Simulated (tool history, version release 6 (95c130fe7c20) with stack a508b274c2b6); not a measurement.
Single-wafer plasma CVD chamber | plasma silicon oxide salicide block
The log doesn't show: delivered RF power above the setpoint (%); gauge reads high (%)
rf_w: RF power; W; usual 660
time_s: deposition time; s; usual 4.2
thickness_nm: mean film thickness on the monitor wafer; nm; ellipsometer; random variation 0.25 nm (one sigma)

run     day  rf_w  time_s  wafers since the last listed run  hours since the last RF generator calibration  hours since the showerhead was replaced  hours since the gauge calibration  read-back reference wafer on the same gauge, thickness_nm  thickness_nm
  1       0   660     4.2                                 0                                         1084.5                                   5328.8                               71.8                                                      52.08        46.343
  2    0.95   660     4.2                               815                                         1107.3                                   5351.6                               94.6                                                     52.054        46.614
  3   1.571   660     4.2                               532                                         1122.2                                   5366.5                              109.5                                                      52.04        46.305
  4   2.462   660     4.2                               765                                         1143.6                                   5387.9                              130.9                                                     52.101        46.408
  5   6.712   660     4.2                              3646                                         1245.6                                   5489.9                              232.9                                                     52.065        46.627
  6   7.658   660     4.2                               811                                         1268.3                                   5512.6                              255.6                                                     52.107        46.808
  7   8.575   660     4.2                               786                                         1290.3                                   5534.6                              277.6                                                     52.099        46.218
  8   9.788   660     4.2                              1040                                         1319.4                                   5563.7                              306.7                                                     52.082         46.69
  9  10.683   660     4.2                               768                                         1340.9                                   5585.2                              328.2                                                       52.1        46.473
 10  11.962   660     4.2                              1097                                         1371.6                                   5615.9                              358.9                                                     52.176        46.634
 11  12.675   660     4.2                               611                                         1388.7                                     5633                                376                                                     52.173         46.05
 12  13.933   660    4.37                              1079                                         1418.9                                   5663.2                              406.2                                                      52.14        48.339
      14.95  -- RF generator calibrated
 13  14.971   660    4.37                               604                                            0.5                                   5688.1                              431.1                                                     52.112        48.369
 14  15.546   660    4.37                               493                                           14.3                                   5701.9                              444.9                                                     52.087        48.197
 15  16.204   660     4.2                               564                                           30.1                                   5717.7                              460.7                                                     52.077         45.99
 16  17.508   660     4.2                              1118                                           61.4                                     5749                                492                                                     52.076        46.493
 17  18.125   660     4.2                               529                                           76.2                                   5763.8                              506.8                                                     52.095        46.157
 18  19.471   660     4.2                              1154                                          108.5                                   5796.1                              539.1                                                     52.132        46.336
 19  20.038   600     4.2                               486                                          122.1                                   5809.7                              552.7                                                     52.106         44.67
 20  21.296   600     3.7                              1079                                          152.3                                   5839.9                              582.9                                                     52.093        39.441
     22.246  -- gauge calibrated
 21   22.55   545    3.39                              1076                                          182.4                                     5870                                7.3                                                     52.092        35.036
 22  24.021   660     4.2                              1261                                          217.7                                   5905.3                               42.6                                                     52.093        45.844
 23  25.054   660     4.2                               886                                          242.5                                   5930.1                               67.4                                                     52.077        46.876
 24  26.533   725    3.51                              1269                                            278                                   5965.6                              102.9                                                      52.06          40.1
 25  27.112   540    3.62                               496                                          291.9                                   5979.5                              116.8                                                     52.095        36.963
 26  27.804   660     4.2                               593                                          308.5                                   5996.1                              133.4                                                      52.14        46.385
 27  29.162   725    3.51                              1165                                          341.1                                   6028.7                                166                                                     52.106        40.085
 28  30.483   720    4.65                              1133                                          372.8                                   6060.4                              197.7                                                     52.066        53.072
     31.254  -- showerhead replaced
 29  31.275   740    3.84                               393                                          391.8                                      0.5                              216.7                                                     52.122        44.179
 30   31.85   660     4.2                               493                                          405.6                                     14.3                              230.5                                                     52.077        46.218
 31  33.117   765    3.37                              1086                                            436                                     44.7                              260.9                                                     52.119        39.311
 32  33.733   560    3.97                               529                                          450.8                                     59.5                              275.7                                                     52.135        41.206
 33  34.929   750     4.9                              1026                                          479.5                                     88.2                              304.4                                                     52.079        56.212
 34  35.871   730    3.62                               807                                          502.1                                    110.8                                327                                                     52.104         41.67
 35  36.825   720    3.64                               818                                            525                                    133.7                              349.9                                                     52.052        41.545
 36  41.112   620    4.55                              3678                                          627.9                                    236.6                              452.8                                                     52.097         49.31
 37      42   540    3.67                               761                                          649.2                                    257.9                              474.1                                                     52.091        37.479
 38    42.6   565    4.68                               514                                          663.6                                    272.3                              488.5                                                     52.066        49.069

Forecast each of these 3 alternatives for the next run:
  A  42.617   620     4.2                                14                                            664                                    272.7                              488.9                                                          ?             ?
  B  42.617   540     4.2                                14                                            664                                    272.7                              488.9                                                          ?             ?
  C  42.617   660    4.82                                14                                            664                                    272.7                              488.9                                                          ?             ?

run  read-back reference wafer on the same gauge, thickness_nm  thickness_nm
  A                                                     52.115        45.466
  B                                                     52.115         43.13
  C                                                     52.115        53.405
Without the tool's hidden state the same runs would have given:
run  thickness_nm
  A        45.466
  B         43.13
  C        53.405

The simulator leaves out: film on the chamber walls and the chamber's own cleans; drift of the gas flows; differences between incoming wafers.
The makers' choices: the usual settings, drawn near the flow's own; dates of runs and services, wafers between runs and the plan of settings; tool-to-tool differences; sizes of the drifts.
